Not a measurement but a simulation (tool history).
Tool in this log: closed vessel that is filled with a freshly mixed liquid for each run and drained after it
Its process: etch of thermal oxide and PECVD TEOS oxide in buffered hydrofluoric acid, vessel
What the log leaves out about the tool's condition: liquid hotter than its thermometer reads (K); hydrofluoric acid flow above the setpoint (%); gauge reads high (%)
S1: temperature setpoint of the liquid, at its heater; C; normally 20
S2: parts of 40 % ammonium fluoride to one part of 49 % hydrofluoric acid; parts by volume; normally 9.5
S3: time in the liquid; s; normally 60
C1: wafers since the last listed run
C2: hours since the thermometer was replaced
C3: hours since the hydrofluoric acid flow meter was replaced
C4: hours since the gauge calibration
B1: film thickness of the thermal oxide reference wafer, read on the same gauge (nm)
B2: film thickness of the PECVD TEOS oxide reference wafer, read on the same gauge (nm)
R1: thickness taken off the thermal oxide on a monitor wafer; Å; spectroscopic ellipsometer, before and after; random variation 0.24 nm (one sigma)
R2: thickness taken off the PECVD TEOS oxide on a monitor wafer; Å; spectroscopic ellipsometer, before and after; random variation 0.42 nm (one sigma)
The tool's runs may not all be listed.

{"run": 1, "hour": 0.0, "S1": 20, "S2": 9.5, "S3": 75, "C1": 0, "C2": 1310.2, "C3": 256.7, "C4": 1.7, "B1": 69.97, "B2": 119.97, "R1": 782.7, "R2": 1486.5}
{"run": 2, "hour": 58.9, "S1": 23, "S2": 9.5, "S3": 60, "C1": 6565, "C2": 1369.1, "C3": 315.6, "C4": 60.6, "B1": 70, "B2": 119.99, "R1": 738.2, "R2": 1405.7}
{"run": 3, "hour": 90.6, "S1": 22, "S2": 9.5, "S3": 80, "C1": 3533, "C2": 1400.8, "C3": 347.3, "C4": 92.3, "B1": 69.96, "B2": 120.02, "R1": 926.2, "R2": 1777}
{"run": 4, "hour": 137.9, "S1": 22, "S2": 9.5, "S3": 80, "C1": 5272, "C2": 1448.1, "C3": 394.6, "C4": 139.6, "B1": 69.99, "B2": 119.99, "R1": 932.5, "R2": 1764.3}
{"run": 5, "hour": 173.9, "S1": 20, "S2": 9.5, "S3": 60, "C1": 4012, "C2": 1484.1, "C3": 430.6, "C4": 175.6, "B1": 70.01, "B2": 119.98, "R1": 621.4, "R2": 1189.4}
{"hour": 229.0, "done": "thermometer replaced"}
{"run": 6, "hour": 229.5, "S1": 20, "S2": 12.5, "S3": 45, "C1": 6085, "C2": 0.5, "C3": 486.2, "C4": 231.2, "B1": 70, "B2": 119.97, "R1": 368.4, "R2": 703.7}
{"hour": 272.7, "done": "hydrofluoric acid flow meter replaced, repeated, since the last time left the tool worse"}
{"run": 7, "hour": 281.3, "S1": 24, "S2": 9.5, "S3": 60, "C1": 5662, "C2": 52.3, "C3": 8.6, "C4": 283, "B1": 69.93, "B2": 120.01, "R1": 719.6, "R2": 1382.5}
{"run": 8, "hour": 313.5, "S1": 20, "S2": 9.5, "S3": 60, "C1": 3589, "C2": 84.5, "C3": 40.8, "C4": 315.2, "B1": 70.03, "B2": 120, "R1": 578.3, "R2": 1108}
{"run": 9, "hour": 345.2, "S1": 18.5, "S2": 6.5, "S3": 60, "C1": 3533, "C2": 116.2, "C3": 72.5, "C4": 346.9, "B1": 69.97, "B2": 120.01, "R1": 769.2, "R2": 1474.6}
{"run": 10, "hour": 399.5, "S1": 20, "S2": 9.5, "S3": 60, "C1": 6052, "C2": 170.5, "C3": 126.8, "C4": 401.2, "B1": 70, "B2": 120.03, "R1": 576.5, "R2": 1104.7}
{"run": 11, "hour": 468.6, "S1": 17, "S2": 13.5, "S3": 60, "C1": 7702, "C2": 239.6, "C3": 195.9, "C4": 470.3, "B1": 70.05, "B2": 120.02, "R1": 352.2, "R2": 674.1}
{"run": 12, "hour": 514.7, "S1": 20, "S2": 8, "S3": 90, "C1": 5138, "C2": 285.7, "C3": 242, "C4": 516.4, "B1": 69.98, "B2": 120.01, "R1": 1023.7, "R2": 1959.7}
{"run": 13, "hour": 558.3, "S1": 20, "S2": 9.5, "S3": 60, "C1": 4859, "C2": 329.3, "C3": 285.6, "C4": 560, "B1": 69.99, "B2": 119.98, "R1": 575.8, "R2": 1114.5}
{"run": 14, "hour": 629.7, "S1": 22.5, "S2": 9.5, "S3": 95, "C1": 7958, "C2": 400.7, "C3": 357, "C4": 631.4, "B1": 70.06, "B2": 120.02, "R1": 1059.2, "R2": 2010}
{"run": 15, "hour": 662.8, "S1": 17, "S2": 11.5, "S3": 70, "C1": 3689, "C2": 433.8, "C3": 390.1, "C4": 664.5, "B1": 69.99, "B2": 120.01, "R1": 482.9, "R2": 927.3}
{"run": 16, "hour": 705.1, "S1": 21.5, "S2": 12.5, "S3": 30, "C1": 4714, "C2": 476.1, "C3": 432.4, "C4": 706.8, "B1": 70.01, "B2": 120.01, "R1": 247.9, "R2": 472.3}
{"run": 17, "hour": 739.3, "S1": 20, "S2": 6.5, "S3": 40, "C1": 3812, "C2": 510.3, "C3": 466.6, "C4": 741, "B1": 70.01, "B2": 119.96, "R1": 562.3, "R2": 1079.3}
{"run": 18, "hour": 907.4, "S1": 20, "S2": 9.5, "S3": 60, "C1": 18737, "C2": 678.4, "C3": 634.7, "C4": 909.1, "B1": 70.01, "B2": 120.01, "R1": 585.3, "R2": 1109.8}
{"run": 19, "hour": 960.1, "S1": 22.5, "S2": 10.5, "S3": 70, "C1": 5874, "C2": 731.1, "C3": 687.4, "C4": 961.8, "B1": 70, "B2": 120.02, "R1": 733.3, "R2": 1386.6}
{"run": 20, "hour": 1010.7, "S1": 20, "S2": 9.5, "S3": 60, "C1": 5640, "C2": 781.7, "C3": 738, "C4": 1012.4, "B1": 69.99, "B2": 119.99, "R1": 587.7, "R2": 1114.8}
{"run": 21, "hour": 1056.9, "S1": 17, "S2": 9.5, "S3": 90, "C1": 5149, "C2": 827.9, "C3": 784.2, "C4": 1058.6, "B1": 70, "B2": 120, "R1": 744.1, "R2": 1414.7}
{"hour": 1069.7, "done": "gauge calibrated"}
{"run": 22, "hour": 1090.3, "S1": 17, "S2": 7, "S3": 80, "C1": 3722, "C2": 861.3, "C3": 817.6, "C4": 20.6, "B1": 69.96, "B2": 120.03, "R1": 895.8, "R2": 1724.2}
{"run": 23, "hour": 1118.6, "S1": 20, "S2": 8, "S3": 80, "C1": 3154, "C2": 889.6, "C3": 845.9, "C4": 48.9, "B1": 70.01, "B2": 119.99, "R1": 925.1, "R2": 1787.4}
{"run": 24, "hour": 1166.7, "S1": 21.5, "S2": 9.5, "S3": 80, "C1": 5361, "C2": 937.7, "C3": 894, "C4": 97, "B1": 70.04, "B2": 120.02, "R1": 848.2, "R2": 1612.4}
{"run": 25, "hour": 1209.4, "S1": 23.5, "S2": 11, "S3": 45, "C1": 4759, "C2": 980.4, "C3": 936.7, "C4": 139.7, "B1": 69.98, "B2": 119.98, "R1": 472.6, "R2": 909}

Alternative continuations, all from the tool just after run 25; predict every row:
{"run": "A", "hour": 1210.1, "S1": 20, "S2": 9.5, "S3": 50, "C1": 78, "C2": 981.1, "C3": 937.4, "C4": 140.4, "B1": "?", "B2": "?", "R1": "?", "R2": "?"}
{"run": "B", "hour": 1210.1, "S1": 20, "S2": 9.5, "S3": 35, "C1": 78, "C2": 981.1, "C3": 937.4, "C4": 140.4, "B1": "?", "B2": "?", "R1": "?", "R2": "?"}
{"run": "C", "hour": 1210.1, "S1": 23.5, "S2": 6.5, "S3": 40, "C1": 78, "C2": 981.1, "C3": 937.4, "C4": 140.4, "B1": "?", "B2": "?", "R1": "?", "R2": "?"}
{"run": "D", "hour": 1210.1, "S1": 21.5, "S2": 12, "S3": 60, "C1": 78, "C2": 981.1, "C3": 937.4, "C4": 140.4, "B1": "?", "B2": "?", "R1": "?", "R2": "?"}
{"run": "E", "hour": 1210.1, "S1": 17, "S2": 12.5, "S3": 75, "C1": 78, "C2": 981.1, "C3": 937.4, "C4": 140.4, "B1": "?", "B2": "?", "R1": "?", "R2": "?"}

run=A B1=70 B2=119.99 R1=488 R2=935.5
run=B B1=70 B2=119.99 R1=341.6 R2=654.8
run=C B1=70 B2=119.99 R1=690.3 R2=1323.3
run=D B1=70 B2=119.99 R1=520.6 R2=997.9
run=E B1=70 B2=119.99 R1=485.3 R2=930.4
Without the tool's unlogged condition, the same runs would have read:
run=A R1=480.1 R2=920.4
run=B R1=336.1 R2=644.3
run=C R1=675.1 R2=1294.2
run=D R1=507.6 R2=973.1
run=E R1=473.2 R2=907.2

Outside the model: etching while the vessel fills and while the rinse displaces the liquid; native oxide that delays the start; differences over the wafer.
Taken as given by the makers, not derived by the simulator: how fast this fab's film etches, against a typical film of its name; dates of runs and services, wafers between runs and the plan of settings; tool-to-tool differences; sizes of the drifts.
